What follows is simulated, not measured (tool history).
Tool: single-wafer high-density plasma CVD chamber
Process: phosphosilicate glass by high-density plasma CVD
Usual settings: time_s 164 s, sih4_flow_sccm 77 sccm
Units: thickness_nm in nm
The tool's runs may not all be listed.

run   hour  time_s  sih4_flow_sccm  read-back reference wafer on the same gauge, thickness_nm  thickness_nm
  1      0     164              77                                                   1499.556       1360.12
  2   23.8     164              77                                                   1500.644      1362.027
  3   44.7     164              77                                                   1499.364      1366.031
  4   69.1     164              85                                                    1500.21      1507.753
  5   93.5     164              85                                                   1499.782      1503.401
  6  119.9     164              85                                                   1500.209      1510.371
  7  135.5     164              77                                                   1499.597      1362.022
  8  168.2     164              77                                                   1501.167      1360.416
     178.4  -- gauge calibrated
  9    197     164              77                                                   1500.651       1363.36
     210.7  -- silane flow controller replaced
 10  223.3     134              85                                                   1498.471      1157.184
 11  242.1     164              77                                                    1501.48      1281.014
 12  262.9     131              69                                                   1499.541       918.348
 13  289.5     164              89                                                   1499.855      1481.868
 14  322.9     164              65                                                   1499.982      1090.624
 15  358.2     164              77                                                   1498.497      1284.005
 16  370.7     196              66                                                   1499.367      1315.137
 17  461.1     190              77                                                   1500.137      1494.292
 18  478.8     164              71                                                   1500.089      1186.073
 19  576.3     164              77                                                   1499.871      1289.768

Measured less the same run without the tool's hidden state. The same run-to-run variation is in both; the gauge's scatter may not be:
The hidden state here: delivered silane flow above the setpoint (%); gauge reads high (%).
run  thickness_nm
  1        +62.52
  2       +63.257
  3       +64.015
  4       +71.393
  5        +71.92
  6        +73.05
  7       +66.299
  8       +67.108
  9       +68.034
 10       -14.112
 11       -15.079
 12       -10.379
 13        -15.86
 14       -10.854
 15       -11.759
 16       -11.676
 17       -10.242
 18        -7.661
 19        -5.529
